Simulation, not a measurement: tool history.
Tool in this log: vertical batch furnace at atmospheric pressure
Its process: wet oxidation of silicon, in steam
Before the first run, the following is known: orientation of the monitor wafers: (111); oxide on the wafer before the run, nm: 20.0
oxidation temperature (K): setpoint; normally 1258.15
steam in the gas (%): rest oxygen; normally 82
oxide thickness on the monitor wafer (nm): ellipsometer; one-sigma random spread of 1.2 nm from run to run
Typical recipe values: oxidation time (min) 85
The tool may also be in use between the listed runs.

run    hour  oxidation temperature (K)  oxidation time (min)  steam in the gas (%)  read-back reference wafer on the same gauge, thickness  oxide thickness on the monitor wafer (nm)
  1       0                    1258.15                    85                    86                                                  577.19                                     511.52
  2    63.7                    1258.15                    85                    86                                                  576.98                                     512.73
  3    87.9                    1258.15                    85                    86                                                  576.82                                     511.78
  4   156.3                    1258.15                  97.5                    82                                                  576.73                                     542.37
  5   200.8                    1258.15                  97.5                    82                                                   577.1                                     541.81
  6   254.1                    1258.15                  97.5                    82                                                  577.12                                      541.1
  7     311                    1258.15                    85                    82                                                  576.94                                      501.7
  8     359                    1258.15                    85                    76                                                  577.11                                     476.94
  9   422.4                    1258.15                    85                    76                                                  576.87                                     475.03
 10   475.2                    1258.15                    85                    82                                                  576.89                                     499.71
      506.8  -- steam generator serviced
 11   649.1                    1258.15                    85                    82                                                   577.1                                     498.93
      654.5  -- gauge calibrated
      686.6  -- thermocouples replaced and temperature profile calibrated
 12   687.1                    1258.15                    85                    82                                                   577.6                                      488.5
 13   736.9                    1258.15                    85                    82                                                  576.92                                     490.46
 14     795                    1245.15                    85                    87                                                  576.95                                     470.35
 15     822                    1245.15                    85                    87                                                  576.96                                     471.22
 16   888.8                    1278.15                    85                    92                                                     577                                     587.43
 17   939.7                    1258.15                    85                    82                                                  577.13                                     489.62
 18  1007.2                    1242.15                    85                    76                                                  577.06                                      425.1
 19  1069.3                    1249.15                    85                    82                                                  577.02                                     465.43
 20  1140.9                    1248.15                  59.5                    77                                                  577.43                                      356.2
 21    1192                    1258.15                 120.5                    82                                                  577.17                                     604.09
 22  1228.5                    1250.15                   123                    70                                                  577.17                                     534.46
 23  1298.8                    1258.15                    85                    86                                                  577.25                                     505.65
 24  1340.4                    1239.15                    70                    87                                                  576.77                                     404.31
     1405.9  -- gauge calibrated
 25  1410.2                    1241.15                 107.5                    78                                                  576.71                                     500.88
 26  1472.2                    1250.15                    99                    73                                                  576.82                                     481.04
 27  1508.4                    1258.15                    85                    76                                                  577.05                                     470.74
 28  1539.9                    1251.15                    85                    82                                                  577.44                                     472.78
 29  1595.4                    1258.15                    85                    82                                                  577.28                                     494.54
 30  1620.6                    1280.15                    47                    87                                                  577.13                                     402.71
 31  1675.7                    1258.15                    53                    82                                                  577.17                                     367.42

Hidden state or all else? Some run-to-run changes of oxide thickness on the monitor wafer (nm), split into what the settings, what came in and random variation would give without the hidden state, and what is left for the hidden state (with any gauge scatter that isn't in both results):
Hidden conditions of the tool in this case: true tube temperature minus thermocouple reading, K; steam share off its setpoint, % of the setpoint; gauge reads high (%).
Run 11 -> 12: gauge calibrated, thermocouples replaced and temperature profile calibrated. oxide thickness on the monitor wafer (nm) -10.43: hidden state -10.09, all else -0.34.
Run 15 -> 16: oxidation temperature (K) 1245.15 -> 1278.15, steam in the gas (%) 87 -> 92. oxide thickness on the monitor wafer (nm) +116.21: hidden state +0.23, all else +115.98.
Run 19 -> 20: oxidation temperature (K) 1249.15 -> 1248.15, oxidation time (min) 85 -> 59.5, steam in the gas (%) 82 -> 77. oxide thickness on the monitor wafer (nm) -109.23: hidden state -0.33, all else -108.9.
Run 20 -> 21: oxidation temperature (K) 1248.15 -> 1258.15, oxidation time (min) 59.5 -> 120.5, steam in the gas (%) 77 -> 82. oxide thickness on the monitor wafer (nm) +247.89: hidden state +1.18, all else +246.71.
Run 29 -> 30: oxidation temperature (K) 1258.15 -> 1280.15, oxidation time (min) 85 -> 47, steam in the gas (%) 82 -> 87. oxide thickness on the monitor wafer (nm) -91.83: hidden state -0.89, all else -90.94.
